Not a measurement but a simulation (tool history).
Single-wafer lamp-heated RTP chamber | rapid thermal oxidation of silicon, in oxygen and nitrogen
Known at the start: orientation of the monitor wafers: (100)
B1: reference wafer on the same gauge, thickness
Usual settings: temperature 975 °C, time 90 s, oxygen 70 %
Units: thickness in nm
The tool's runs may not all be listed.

Run 1, day 0.000: usual settings but temperature 968 °C, oxygen 53 %; B1 6.055. Result: thickness 4.540 nm.
Run 2, day 0.996: usual settings but temperature 968 °C, oxygen 53 %; B1 6.060. Result: thickness 4.550 nm.
Run 3, day 2.012: usual settings but temperature 968 °C, oxygen 53 %; B1 6.063. Result: thickness 4.504 nm.
Run 4, day 3.262: usual settings but time 64 s; B1 6.059. Result: thickness 4.512 nm.
Run 5, day 3.912: usual settings; B1 6.056. Result: thickness 5.225 nm.
Run 6, day 5.262: usual settings; B1 6.064. Result: thickness 5.163 nm.
Run 7, day 6.275: usual settings; B1 6.055. Result: thickness 5.215 nm.
At day 7.429: gauge calibrated.
Run 8, day 7.725: usual settings; B1 6.060. Result: thickness 5.189 nm.
Run 9, day 8.388: usual settings; B1 6.064. Result: thickness 5.219 nm.
Run 10, day 9.458: usual settings but temperature 982 °C, time 123 s; B1 6.064. Result: thickness 6.283 nm.
Run 11, day 10.742: usual settings but temperature 982 °C, time 123 s; B1 6.066. Result: thickness 6.297 nm.
Run 12, day 11.725: usual settings but temperature 954 °C, time 104 s, oxygen 85 %; B1 6.062. Result: thickness 5.036 nm.
Run 13, day 12.488: usual settings but temperature 951 °C, time 67 s; B1 6.061. Result: thickness 3.868 nm.
At day 13.517: pyrometer window cleaned and pyrometer calibrated.
Run 14, day 13.567: usual settings but time 75 s, oxygen 83 %; B1 6.060. Result: thickness 5.072 nm.
Run 15, day 14.383: usual settings but temperature 988 °C; B1 6.053. Result: thickness 5.722 nm.
Run 16, day 15.146: usual settings but temperature 947 °C, time 119 s, oxygen 51 %; B1 6.060. Result: thickness 4.319 nm.
Run 17, day 16.192: usual settings but time 130 s, oxygen 49 %; B1 6.064. Result: thickness 5.419 nm.
At day 16.917: oxygen flow controller replaced.
Run 18, day 19.667: usual settings; B1 6.065. Result: thickness 5.241 nm.
Run 19, day 20.896: usual settings; B1 6.057. Result: thickness 5.194 nm.
Run 20, day 21.504: usual settings but oxygen 96 %; B1 6.071. Result: thickness 5.832 nm.
Run 21, day 22.833: usual settings; B1 6.064. Result: thickness 5.119 nm.
Run 22, day 23.358: usual settings but time 64 s; B1 6.061. Result: thickness 4.487 nm.

Forecast each of these 3 alternatives for the next run:
Run A, day 23.375: usual settings but temperature 1000 °C; B1 ?. Result: thickness ?.
Run B, day 23.375: usual settings but temperature 1001 °C, time 46 s, oxygen 40 %; B1 ?. Result: thickness ?.
Run C, day 23.375: usual settings but temperature 954 °C, time 107 s, oxygen 51 %; B1 ?. Result: thickness ?.

run     B1  thickness
  A  6.056      6.230
  B  6.056      3.925
  C  6.056      4.325
Without the tool's hidden state the same runs would have given:
run  thickness
  A      6.230
  B      3.925
  C      4.325
